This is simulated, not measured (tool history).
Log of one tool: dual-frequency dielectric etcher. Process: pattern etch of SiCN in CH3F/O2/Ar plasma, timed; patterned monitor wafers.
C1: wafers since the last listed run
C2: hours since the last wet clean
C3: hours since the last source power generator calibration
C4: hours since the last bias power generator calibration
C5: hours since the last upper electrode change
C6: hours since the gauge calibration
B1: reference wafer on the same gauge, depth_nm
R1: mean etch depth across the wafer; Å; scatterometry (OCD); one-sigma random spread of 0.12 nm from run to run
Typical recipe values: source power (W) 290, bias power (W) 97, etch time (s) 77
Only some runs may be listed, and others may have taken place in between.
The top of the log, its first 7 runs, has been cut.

Run 8, hour 425.8: usual settings; C1 154; C2 95.9; C3 3338.2; C4 4242.1; C5 3139.7; C6 856.8; B1 25.4. Result: R1 246.5 Å.
At hour 543.6: bias power generator calibrated.
Run 9, hour 632.1: usual settings; C1 1194; C2 302.2; C3 3544.5; C4 88.5; C5 3346; C6 1063.1; B1 25.46. Result: R1 243.4 Å.
Run 10, hour 686.8: usual settings; C1 323; C2 356.9; C3 3599.2; C4 143.2; C5 3400.7; C6 1117.8; B1 25.4. Result: R1 243.8 Å.
Run 11, hour 732.1: usual settings; C1 267; C2 402.2; C3 3644.5; C4 188.5; C5 3446; C6 1163.1; B1 25.43. Result: R1 244.3 Å.
Run 12, hour 758.8: usual settings but source power (W) 340; C1 157; C2 428.9; C3 3671.2; C4 215.2; C5 3472.7; C6 1189.8; B1 25.42. Result: R1 259.3 Å.
At hour 796.3: wet clean of the chamber.
At hour 823.5: gauge calibrated.
Run 13, hour 823.8: usual settings but source power (W) 340; C1 242; C2 27.5; C3 3736.2; C4 280.2; C5 3537.7; C6 0.3; B1 25.4. Result: R1 267.7 Å.
Run 14, hour 881.5: usual settings; C1 340; C2 85.2; C3 3793.9; C4 337.9; C5 3595.4; C6 58; B1 25.41. Result: R1 249.2 Å.
Run 15, hour 943.2: usual settings; C1 364; C2 146.9; C3 3855.6; C4 399.6; C5 3657.1; C6 119.7; B1 25.39. Result: R1 247.6 Å.
Run 16, hour 998.1: usual settings; C1 324; C2 201.8; C3 3910.5; C4 454.5; C5 3712; C6 174.6; B1 25.41. Result: R1 248.6 Å.
Run 17, hour 1047.4: usual settings but source power (W) 240, bias power (W) 79, etch time (s) 83.5; C1 291; C2 251.1; C3 3959.8; C4 503.8; C5 3761.3; C6 223.9; B1 25.39. Result: R1 226.6 Å.
At hour 1080.2: source power generator calibrated.
Run 18, hour 1101.5: usual settings; C1 295; C2 305.2; C3 21.3; C4 557.9; C5 3815.4; C6 278; B1 25.41. Result: R1 244.6 Å.
Run 19, hour 1151.3: usual settings but bias power (W) 87, etch time (s) 88.5; C1 294; C2 355; C3 71.1; C4 607.7; C5 3865.2; C6 327.8; B1 25.38. Result: R1 270.4 Å.
Run 20, hour 1181.4: usual settings but bias power (W) 113, etch time (s) 99.5; C1 177; C2 385.1; C3 101.2; C4 637.8; C5 3895.3; C6 357.9; B1 25.37. Result: R1 334.1 Å.
Run 21, hour 1242.7: usual settings but etch time (s) 91.5; C1 362; C2 446.4; C3 162.5; C4 699.1; C5 3956.6; C6 419.2; B1 25.39. Result: R1 288.6 Å.
At hour 1298.6: wet clean of the chamber.
Run 22, hour 1307.1: usual settings but source power (W) 320, bias power (W) 112; C1 238; C2 8.5; C3 226.9; C4 763.5; C5 4021; C6 483.6; B1 25.4. Result: R1 277.7 Å.
At hour 1336: upper electrode replaced.
Run 23, hour 1336.5: usual settings but source power (W) 330, bias power (W) 108, etch time (s) 91.5; C1 31; C2 37.9; C3 256.3; C4 792.9; C5 0.5; C6 513; B1 25.37. Result: R1 330.3 Å.
Run 24, hour 1405.7: usual settings but etch time (s) 87.5; C1 408; C2 107.1; C3 325.5; C4 862.1; C5 69.7; C6 582.2; B1 25.39. Result: R1 285.4 Å.
Run 25, hour 1443.1: usual settings but source power (W) 320, bias power (W) 116, etch time (s) 83; C1 220; C2 144.5; C3 362.9; C4 899.5; C5 107.1; C6 619.6; B1 25.42. Result: R1 303 Å.
Run 26, hour 1473.2: usual settings but bias power (W) 88, etch time (s) 98.5; C1 177; C2 174.6; C3 393; C4 929.6; C5 137.2; C6 649.7; B1 25.4. Result: R1 303.7 Å.
Run 27, hour 1533.1: usual settings but source power (W) 310, bias power (W) 80; C1 353; C2 234.5; C3 452.9; C4 989.5; C5 197.1; C6 709.6; B1 25.4. Result: R1 237.3 Å.
Run 28, hour 1582.8: usual settings but source power (W) 270; C1 293; C2 284.2; C3 502.6; C4 1039.2; C5 246.8; C6 759.3; B1 25.37. Result: R1 239 Å.
Run 29, hour 1635.1: usual settings; C1 308; C2 336.5; C3 554.9; C4 1091.5; C5 299.1; C6 811.6; B1 25.39. Result: R1 242.9 Å.

Predict the results of run 30:
Run 30, hour 1675: usual settings but source power (W) 320, bias power (W) 104, etch time (s) 94; C1 235; C2 376.4; C3 594.8; C4 1131.4; C5 339; C6 851.5; B1 ?. Result: R1 ?.

B1: 25.41
R1: 319.8 Å
Were there no unlogged condition in the tool, this run, its random variation unchanged, would have produced R1 327.6 Å.
